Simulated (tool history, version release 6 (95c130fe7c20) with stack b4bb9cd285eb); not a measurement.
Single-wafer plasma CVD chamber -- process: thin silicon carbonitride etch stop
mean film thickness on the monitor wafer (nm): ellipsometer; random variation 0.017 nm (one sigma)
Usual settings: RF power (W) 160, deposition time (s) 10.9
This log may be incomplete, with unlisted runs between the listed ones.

run,hour,RF power (W),deposition time (s),wafers since the last listed run,hours since the last thermocouple change,hours since the last RF generator calibration,hours since the showerhead was replaced,hours since the gauge calibration,"read-back reference wafer on the same gauge, thickness_nm",mean film thickness on the monitor wafer (nm)
1,0.0,160,10.9,0,2379.6,1491.6,7013.6,284.4,6.371,5.941
2,21.1,170,11.6,358,2400.7,1512.7,7034.7,305.5,6.371,6.400
3,44.6,170,11.6,398,2424.2,1536.2,7058.2,329.0,6.370,6.421
4,125.6,170,11.6,1374,2505.2,1617.2,7139.2,410.0,6.368,6.436
5,138.9,160,10.9,225,2518.5,1630.5,7152.5,423.3,6.370,5.929
6,167.8,160,10.9,490,2547.4,1659.4,7181.4,452.2,6.369,5.901
# hour 188.5: gauge calibrated
7,199.3,160,10.9,534,2578.9,1690.9,7212.9,10.8,6.369,5.881
8,233.1,135,12.9,573,2612.7,1724.7,7246.7,44.6,6.371,6.591
# hour 246.3: thermocouple changed; heater temperature recalibrated
# hour 250.9: showerhead replaced
9,287.1,180,9.3,702,40.8,1778.7,36.2,98.6,6.369,5.262
# hour 298.5: RF generator calibrated
10,309.8,160,12.9,249,63.5,11.3,58.9,121.3,6.366,7.038
11,330.0,180,9.1,342,83.7,31.5,79.1,141.5,6.369,5.160
12,358.8,170,11.6,488,112.5,60.3,107.9,170.3,6.368,6.457
13,385.1,145,10.9,446,138.8,86.6,134.2,196.6,6.371,5.716
14,413.3,180,11.5,478,167.0,114.8,162.4,224.8,6.372,6.489
15,430.6,135,12.6,293,184.3,132.1,179.7,242.1,6.370,6.455

What the log doesn't show, run by run:
wafer temperature above the value expected at the setpoint (K): 0, the same for each run
delivered RF power above the setpoint (%): 0, the same for each run
gauge reads high (%): 0, the same for each run
